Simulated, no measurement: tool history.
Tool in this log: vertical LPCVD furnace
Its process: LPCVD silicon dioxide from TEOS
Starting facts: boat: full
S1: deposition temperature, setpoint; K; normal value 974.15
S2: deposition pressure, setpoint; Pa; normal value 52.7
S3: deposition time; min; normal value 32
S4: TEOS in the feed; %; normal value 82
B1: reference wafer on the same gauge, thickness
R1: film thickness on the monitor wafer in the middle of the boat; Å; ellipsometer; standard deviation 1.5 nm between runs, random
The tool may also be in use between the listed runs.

Run 1, day 0: usual settings; B1 272.69. Result: R1 2918.4 Å.
Run 2, day 2.346: usual settings; B1 272.94. Result: R1 2894.5 Å.
Run 3, day 4.604: usual settings; B1 272.85. Result: R1 2909.2 Å.
Run 4, day 5.871: usual settings but S2 55.3 Pa; B1 273.28. Result: R1 3017.4 Å.
Run 5, day 7.158: usual settings but S3 40.5 min; B1 272.87. Result: R1 3704.9 Å.
Run 6, day 8.688: usual settings but S3 40.5 min; B1 273.32. Result: R1 3703.6 Å.
Run 7, day 10.304: usual settings but S3 40.5 min; B1 273.11. Result: R1 3707.3 Å.
Run 8, day 11.729: usual settings but S3 41 min; B1 273.24. Result: R1 3769.5 Å.
Run 9, day 13.654: usual settings but S3 41 min; B1 273.05. Result: R1 3754.4 Å.
At day 13.892: gauge calibrated.
Run 10, day 15.983: usual settings; B1 272.82. Result: R1 2938.7 Å.
Run 11, day 17.4: usual settings; B1 272.79. Result: R1 2935.8 Å.
At day 19.204: TEOS flow controller replaced.
Run 12, day 19.917: usual settings; B1 272.95. Result: R1 2953.9 Å.
Run 13, day 22.096: usual settings but S3 40.5 min; B1 272.8. Result: R1 3757.4 Å.
Run 14, day 24.412: usual settings but S2 42 Pa, S4 87 %; B1 273.21. Result: R1 2714 Å.
At day 26.396: thermocouples replaced and temperature profile calibrated.
Run 15, day 26.417: usual settings; B1 272.85. Result: R1 2878.3 Å.
Run 16, day 27.504: usual settings; B1 273.42. Result: R1 2859.9 Å.
Run 17, day 29.842: usual settings but S1 970.15 K, S3 38.5 min; B1 273.17. Result: R1 3123.4 Å.
At day 32.662: pressure gauge zeroed.
Run 18, day 32.683: usual settings but S1 962.15 K, S4 73 %; B1 273.12. Result: R1 2043.6 Å.
Run 19, day 33.421: usual settings but S1 970.15 K, S2 41.3 Pa, S3 39.5 min, S4 76 %; B1 273.33. Result: R1 2739.7 Å.
At day 33.504: gauge calibrated.
Run 20, day 36.062: usual settings but S4 96 %; B1 273.1. Result: R1 3076.3 Å.
Run 21, day 38.871: usual settings but S3 23 min, S4 73 %; B1 272.7. Result: R1 1936.7 Å.
Run 22, day 40.854: usual settings but S2 41.3 Pa, S3 44.5 min; B1 272.82. Result: R1 3553.6 Å.

Branching from run 22: 3 alternative next runs. What would each branch give?
Run A, day 41.017: usual settings but S1 980.15 K; B1 ?. Result: R1 ?.
Run B, day 41.017: usual settings but S1 985.15 K, S2 57.3 Pa; B1 ?. Result: R1 ?.
Run C, day 41.017: usual settings but S4 90 %; B1 ?. Result: R1 ?.

run      B1      R1
  A  273.04  3295.4
  B  273.04  3853.1
  C  273.04  3006.6
Without the tool's unlogged condition, the same runs would have read:
run      R1
  A  3259.3
  B  3811.4
  C  2973.2

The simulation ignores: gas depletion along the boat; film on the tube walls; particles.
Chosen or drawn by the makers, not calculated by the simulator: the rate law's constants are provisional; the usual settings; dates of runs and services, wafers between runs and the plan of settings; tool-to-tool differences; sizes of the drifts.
